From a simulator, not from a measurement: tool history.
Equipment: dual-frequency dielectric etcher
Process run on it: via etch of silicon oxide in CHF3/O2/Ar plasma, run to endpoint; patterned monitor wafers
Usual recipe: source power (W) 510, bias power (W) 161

| run | hour | source power (W) | bias power (W) | wafers since the last listed run | hours since the last wet clean | hours since the last source power generator calibration | hours since the last bias power generator calibration | hours since the last upper electrode change | incoming incoming film thickness, nm | endpoint time (s) |
|---|---|---|---|---|---|---|---|---|---|---|
| 1 | 0.0 | 480 | 184 | 0 | 291.4 | 2412.5 | 1626.0 | 4836.6 | 568.1 | 312.4 |
| 2 | 10.1 | 480 | 184 | 46 | 301.5 | 2422.6 | 1636.1 | 4846.7 | 560.3 | 304.2 |
| 3 | 21.6 | 510 | 161 | 52 | 313.0 | 2434.1 | 1647.6 | 4858.2 | 559.6 | 309.9 |
| 4 | 35.9 | 540 | 191 | 65 | 327.3 | 2448.4 | 1661.9 | 4872.5 | 564.8 | 289.4 |
| 5 | 47.8 | 540 | 191 | 54 | 339.2 | 2460.3 | 1673.8 | 4884.4 | 560.3 | 288.3 |
| 6 | 61.2 | 540 | 191 | 61 | 352.6 | 2473.7 | 1687.2 | 4897.8 | 559.8 | 289.3 |
| 7 | 72.7 | 610 | 138 | 52 | 364.1 | 2485.2 | 1698.7 | 4909.3 | 556.6 | 289.5 |
|  | 88.7 | bias power generator calibrated |
|  | 103.2 | wet clean of the chamber |
| 8 | 103.7 | 610 | 138 | 57 | 0.5 | 2516.2 | 15.0 | 4940.3 | 558.6 | 293.1 |
| 9 | 104.1 | 610 | 138 | 1 | 0.9 | 2516.6 | 15.4 | 4940.7 | 559.0 | 291.1 |
| 10 | 104.5 | 610 | 161 | 1 | 1.3 | 2517.0 | 15.8 | 4941.1 | 555.8 | 282.1 |
| 11 | 115.2 | 560 | 151 | 49 | 12.0 | 2527.7 | 26.5 | 4951.8 | 558.7 | 296.9 |
| 12 | 128.0 | 480 | 184 | 58 | 24.8 | 2540.5 | 39.3 | 4964.6 | 560.6 | 302.2 |
| 13 | 140.3 | 510 | 161 | 56 | 37.1 | 2552.8 | 51.6 | 4976.9 | 555.7 | 299.9 |
|  | 164.9 | upper electrode replaced |
| 14 | 165.4 | 610 | 180 | 5 | 62.2 | 2577.9 | 76.7 | 0.5 | 556.7 | 275.8 |
| 15 | 171.9 | 510 | 161 | 29 | 68.7 | 2584.4 | 83.2 | 7.0 | 563.2 | 304.9 |
|  | 176.4 | source power generator calibrated |
| 16 | 180.6 | 510 | 141 | 21 | 77.4 | 4.2 | 91.9 | 15.7 | 561.5 | 316.9 |
| 17 | 198.5 | 510 | 186 | 82 | 95.3 | 22.1 | 109.8 | 33.6 | 562.2 | 299.9 |
| 18 | 214.6 | 440 | 122 | 74 | 111.4 | 38.2 | 125.9 | 49.7 | 561.2 | 346.1 |
| 19 | 221.2 | 420 | 124 | 30 | 118.0 | 44.8 | 132.5 | 56.3 | 557.0 | 352.3 |

Exercise: give the hidden state of the tool at every run:
etch rate over this chamber's usual, %: 0 on each run
source power that arrives over what is set, %: 0 on each run
bias power that arrives over what is set, %: 0 on each run
